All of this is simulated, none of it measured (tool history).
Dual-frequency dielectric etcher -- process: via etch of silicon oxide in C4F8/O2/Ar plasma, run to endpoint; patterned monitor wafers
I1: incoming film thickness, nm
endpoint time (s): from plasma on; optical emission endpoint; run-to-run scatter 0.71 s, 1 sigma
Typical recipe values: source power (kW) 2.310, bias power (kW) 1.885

run 1 hour=0.0 | source_power_(kW)=2.310 bias_power_(kW)=2.210 | I1=1220.7 | endpoint_time_(s)=235.5
run 2 hour=74.0 | source_power_(kW)=2.310 bias_power_(kW)=2.210 | I1=1211.6 | endpoint_time_(s)=234.9
-- hour=178.3 wet clean of the chamber
run 3 hour=178.8 | source_power_(kW)=2.310 bias_power_(kW)=1.885 | I1=1227.1 | endpoint_time_(s)=239.0
run 4 hour=230.9 | source_power_(kW)=2.310 bias_power_(kW)=1.885 | I1=1211.8 | endpoint_time_(s)=237.5
run 5 hour=325.6 | source_power_(kW)=2.310 bias_power_(kW)=1.885 | I1=1209.5 | endpoint_time_(s)=239.4
run 6 hour=368.7 | source_power_(kW)=2.310 bias_power_(kW)=1.885 | I1=1219.8 | endpoint_time_(s)=240.9
run 7 hour=455.9 | source_power_(kW)=2.310 bias_power_(kW)=1.885 | I1=1213.1 | endpoint_time_(s)=240.5
run 8 hour=558.1 | source_power_(kW)=2.550 bias_power_(kW)=2.245 | I1=1222.8 | endpoint_time_(s)=221.3
run 9 hour=599.0 | source_power_(kW)=2.310 bias_power_(kW)=2.242 | I1=1213.4 | endpoint_time_(s)=235.0
run 10 hour=672.8 | source_power_(kW)=2.310 bias_power_(kW)=1.701 | I1=1210.5 | endpoint_time_(s)=247.8
-- hour=745.0 wet clean of the chamber
run 11 hour=763.7 | source_power_(kW)=2.310 bias_power_(kW)=1.701 | I1=1211.6 | endpoint_time_(s)=238.7
-- hour=872.1 upper electrode replaced
run 12 hour=872.6 | source_power_(kW)=2.310 bias_power_(kW)=1.885 | I1=1215.7 | endpoint_time_(s)=238.5
run 13 hour=912.3 | source_power_(kW)=2.680 bias_power_(kW)=2.356 | I1=1208.9 | endpoint_time_(s)=208.5
run 14 hour=986.6 | source_power_(kW)=2.680 bias_power_(kW)=2.014 | I1=1198.5 | endpoint_time_(s)=213.6
run 15 hour=1084.0 | source_power_(kW)=1.730 bias_power_(kW)=1.432 | I1=1220.5 | endpoint_time_(s)=313.5
-- hour=1333.3 wet clean of the chamber
-- hour=1340.4 source power generator calibrated
run 16 hour=1376.0 | source_power_(kW)=2.570 bias_power_(kW)=2.050 | I1=1208.6 | endpoint_time_(s)=217.2
-- hour=1392.2 bias power generator calibrated
run 17 hour=1431.5 | source_power_(kW)=2.310 bias_power_(kW)=1.885 | I1=1209.3 | endpoint_time_(s)=235.6
run 18 hour=1482.1 | source_power_(kW)=2.310 bias_power_(kW)=1.885 | I1=1217.2 | endpoint_time_(s)=238.8
run 19 hour=1553.1 | source_power_(kW)=2.160 bias_power_(kW)=2.317 | I1=1230.2 | endpoint_time_(s)=242.4
run 20 hour=1641.9 | source_power_(kW)=2.150 bias_power_(kW)=2.024 | I1=1205.0 | endpoint_time_(s)=246.8
run 21 hour=1741.1 | source_power_(kW)=2.310 bias_power_(kW)=2.242 | I1=1209.3 | endpoint_time_(s)=232.6
run 22 hour=1830.2 | source_power_(kW)=2.600 bias_power_(kW)=1.614 | I1=1205.6 | endpoint_time_(s)=229.7
-- hour=1910.9 wet clean of the chamber
run 23 hour=1911.4 | source_power_(kW)=2.020 bias_power_(kW)=1.746 | I1=1212.2 | endpoint_time_(s)=261.6

4 ways to go on from here, each from the tool as it stands after run 23. What would each give?
run A hour=1911.9 | source_power_(kW)=2.100 bias_power_(kW)=1.885 | I1=1200.9 | endpoint_time_(s)=?
run B hour=1911.9 | source_power_(kW)=2.830 bias_power_(kW)=2.211 | I1=1200.9 | endpoint_time_(s)=?
run C hour=1911.9 | source_power_(kW)=1.730 bias_power_(kW)=2.097 | I1=1200.9 | endpoint_time_(s)=?
run D hour=1911.9 | source_power_(kW)=2.580 bias_power_(kW)=1.885 | I1=1200.9 | endpoint_time_(s)=?

run=A endpoint_time_(s)=248.7
run=B endpoint_time_(s)=200.3
run=C endpoint_time_(s)=280.9
run=D endpoint_time_(s)=217.9
Take away the tool's hidden state, keep each run's random variation, and the runs would have read:
run=A endpoint_time_(s)=249.1
run=B endpoint_time_(s)=200.7
run=C endpoint_time_(s)=281.5
run=D endpoint_time_(s)=218.3

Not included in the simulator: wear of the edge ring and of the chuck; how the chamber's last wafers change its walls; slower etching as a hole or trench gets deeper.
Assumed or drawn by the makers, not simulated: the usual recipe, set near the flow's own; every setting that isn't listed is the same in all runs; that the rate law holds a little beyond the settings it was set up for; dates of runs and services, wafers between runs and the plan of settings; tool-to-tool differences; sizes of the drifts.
